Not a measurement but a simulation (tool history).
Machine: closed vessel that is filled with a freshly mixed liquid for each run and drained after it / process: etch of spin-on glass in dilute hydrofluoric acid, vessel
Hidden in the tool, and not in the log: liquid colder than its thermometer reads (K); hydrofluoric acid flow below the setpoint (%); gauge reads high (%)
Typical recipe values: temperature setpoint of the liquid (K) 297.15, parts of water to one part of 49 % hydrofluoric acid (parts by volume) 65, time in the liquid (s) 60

run,hour,temperature setpoint of the liquid (K),parts of water to one part of 49 % hydrofluoric acid (parts by volume),time in the liquid (s),wafers since the last listed run,hours since the thermometer was replaced,hours since the hydrofluoric acid flow meter was replaced,hours since the gauge calibration,"read-back film thickness of the spin-on glass reference wafer, read on the same gauge (nm)",thickness taken off the spin-on glass on a monitor wafer (angstrom)
1,0,297.15,80,60,0,1688.8,462.3,296.9,60,269.9
2,63,297.15,65,60,3996,1751.8,525.3,359.9,59.99,339.5
# hour 67.6: hydrofluoric acid flow meter replaced
3,106,297.15,65,60,2664,1794.8,38.4,402.9,60,347.8
4,147.1,297.15,65,60,2606,1835.9,79.5,444,59.98,349.8
5,215.3,297.15,65,60,4325,1904.1,147.7,512.2,60,347.1
6,278.6,297.15,75,60,4015,1967.4,211,575.5,59.99,294.2
7,305.4,299.65,50,60,1699,1994.2,237.8,602.3,60,505.5
8,354.6,297.15,65,60,3120,2043.4,287,651.5,60,340.5
9,396.6,297.15,65,60,2664,2085.4,329,693.5,60.01,337.8
10,457,297.15,65,60,3831,2145.8,389.4,753.9,60.01,341.2
11,520.9,297.15,65,60,4053,2209.7,453.3,817.8,59.98,337.2
12,545.7,297.15,65,90,1573,2234.5,478.1,842.6,60.01,502.2
13,577.9,297.15,65,60,2042,2266.7,510.3,874.8,60,335.8
# hour 588: gauge calibrated
14,634.6,297.15,65,60,3596,2323.4,567,46.6,59.99,337.1
# hour 646.4: hydrofluoric acid flow meter replaced
15,662.9,297.15,65,60,1731,2351.7,16.5,74.9,60,353.7
16,731.2,297.15,40,70,4332,2420,84.8,143.2,60.03,693.6
17,787.8,300.15,65,90,3590,2476.6,141.4,199.8,60,584.7
18,845.2,297.15,65,60,3640,2534,198.8,257.2,60,346.8
19,887.5,297.15,65,60,2683,2576.3,241.1,299.5,59.99,347.1
20,950.8,297.15,95,70,4015,2639.6,304.4,362.8,60.01,263.7
21,1000.3,297.15,65,60,3139,2689.1,353.9,412.3,60.02,341.3
22,1037.2,297.15,65,60,2340,2726,390.8,449.2,60,340.1
# hour 1049.4: thermometer replaced
# hour 1092.1: hydrofluoric acid flow meter replaced
23,1102.7,297.15,65,50,4027,53.3,10.6,514.7,59.98,294.4
24,1169.7,297.15,95,60,4249,120.3,77.6,581.7,59.99,228.5
25,1221.7,297.15,65,60,3298,172.3,129.6,633.7,60.02,348.3
26,1278.8,297.15,40,60,3621,229.4,186.7,690.8,59.99,582
# hour 1305.1: gauge calibrated
27,1325.3,297.15,65,60,2949,275.9,233.2,20.2,60.01,349.4
28,1380.7,292.65,80,45,3513,331.3,288.6,75.6,59.99,172.3
29,1447.7,297.15,65,80,4249,398.3,355.6,142.6,59.99,462.7
30,1511.1,297.15,65,40,4021,461.7,419,206,60.01,227
31,1539.8,293.65,90,75,1820,490.4,447.7,234.7,59.99,257.5

5 ways to go on from here, each from the tool as it stands after run 31. What would each give?
A,1540.5,297.15,65,60,10,491.1,448.4,235.4,?,?
B,1540.5,300.65,65,40,10,491.1,448.4,235.4,?,?
C,1540.5,293.15,90,85,10,491.1,448.4,235.4,?,?
D,1540.5,297.15,55,75,10,491.1,448.4,235.4,?,?
E,1540.5,298.65,85,60,10,491.1,448.4,235.4,?,?

run,"read-back film thickness of the spin-on glass reference wafer, read on the same gauge (nm)",thickness taken off the spin-on glass on a monitor wafer (angstrom)
A,60,338.1
B,60,259.3
C,60,284.7
D,60,506.3
E,60,267.3
Without the tool's hidden state the same runs would have given:
run,thickness taken off the spin-on glass on a monitor wafer (angstrom)
A,350.2
B,268.6
C,295.1
D,524.2
E,277.1
